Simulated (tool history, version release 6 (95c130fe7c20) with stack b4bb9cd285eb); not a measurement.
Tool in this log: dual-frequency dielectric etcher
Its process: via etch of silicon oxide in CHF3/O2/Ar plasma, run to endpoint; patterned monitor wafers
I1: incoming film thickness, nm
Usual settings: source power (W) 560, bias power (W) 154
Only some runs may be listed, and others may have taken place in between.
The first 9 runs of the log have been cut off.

Run 10, hour 145.1: usual settings; I1 421.1. Result: endpoint time (s) 240.4.
Run 11, hour 160.3: usual settings but bias power (W) 163; I1 422.0. Result: endpoint time (s) 231.4.
Run 12, hour 176.1: usual settings but bias power (W) 163; I1 423.0. Result: endpoint time (s) 234.9.
Run 13, hour 186.5: usual settings; I1 422.2. Result: endpoint time (s) 234.7.
Run 14, hour 199.2: usual settings; I1 419.7. Result: endpoint time (s) 235.1.
Run 15, hour 210.7: usual settings; I1 419.6. Result: endpoint time (s) 237.4.
Run 16, hour 222.5: usual settings but source power (W) 670, bias power (W) 134; I1 421.3. Result: endpoint time (s) 241.2.
Run 17, hour 238.6: usual settings but source power (W) 670, bias power (W) 182; I1 421.2. Result: endpoint time (s) 209.9.
Run 18, hour 250.3: usual settings but source power (W) 620, bias power (W) 127; I1 423.2. Result: endpoint time (s) 249.8.
Run 19, hour 258.2: usual settings but source power (W) 510, bias power (W) 144; I1 418.2. Result: endpoint time (s) 244.0.
At hour 264.2: source power generator calibrated.
Run 20, hour 308.4: usual settings; I1 421.1. Result: endpoint time (s) 233.0.
Run 21, hour 321.7: usual settings; I1 423.5. Result: endpoint time (s) 234.2.
Run 22, hour 332.9: usual settings but source power (W) 430, bias power (W) 171; I1 422.1. Result: endpoint time (s) 233.9.
Run 23, hour 344.0: usual settings but source power (W) 700, bias power (W) 175; I1 422.2. Result: endpoint time (s) 208.5.
Run 24, hour 356.3: usual settings but bias power (W) 163; I1 423.8. Result: endpoint time (s) 228.1.
Run 25, hour 373.2: usual settings but source power (W) 600, bias power (W) 141; I1 421.2. Result: endpoint time (s) 236.7.
Run 26, hour 390.2: usual settings but source power (W) 670, bias power (W) 122; I1 421.6. Result: endpoint time (s) 247.0.
Run 27, hour 404.3: usual settings but source power (W) 520, bias power (W) 134; I1 421.2. Result: endpoint time (s) 251.1.
Run 28, hour 412.4: usual settings but bias power (W) 140; I1 419.0. Result: endpoint time (s) 241.3.
Run 29, hour 428.2: usual settings; I1 422.2. Result: endpoint time (s) 232.9.
Run 30, hour 436.7: usual settings but source power (W) 680, bias power (W) 169; I1 426.4. Result: endpoint time (s) 212.6.
Run 31, hour 444.3: usual settings; I1 421.9. Result: endpoint time (s) 232.0.
Run 32, hour 452.5: usual settings but bias power (W) 163; I1 419.9. Result: endpoint time (s) 227.6.
Run 33, hour 460.0: usual settings but source power (W) 690; I1 417.7. Result: endpoint time (s) 218.1.
Run 34, hour 470.7: usual settings but bias power (W) 178; I1 419.3. Result: endpoint time (s) 216.8.

Here are 5 independent what-if runs from the current tool condition. What would each one return?
Run A, hour 471.2: usual settings; I1 423.3. Result: endpoint time (s) ?.
Run B, hour 471.2: usual settings but source power (W) 690, bias power (W) 166; I1 423.3. Result: endpoint time (s) ?.
Run C, hour 471.2: usual settings but source power (W) 480; I1 423.3. Result: endpoint time (s) ?.
Run D, hour 471.2: usual settings but source power (W) 440, bias power (W) 118; I1 423.3. Result: endpoint time (s) ?.
Run E, hour 471.2: usual settings but source power (W) 670; I1 423.3. Result: endpoint time (s) ?.

run  endpoint time (s)
  A              231.2
  B              212.0
  C              239.9
  D              277.0
  E              220.9
With the hidden condition removed and each run's random variation left untouched, the same runs would have given:
run  endpoint time (s)
  A              241.6
  B              221.5
  C              250.6
  D              289.4
  E              230.8

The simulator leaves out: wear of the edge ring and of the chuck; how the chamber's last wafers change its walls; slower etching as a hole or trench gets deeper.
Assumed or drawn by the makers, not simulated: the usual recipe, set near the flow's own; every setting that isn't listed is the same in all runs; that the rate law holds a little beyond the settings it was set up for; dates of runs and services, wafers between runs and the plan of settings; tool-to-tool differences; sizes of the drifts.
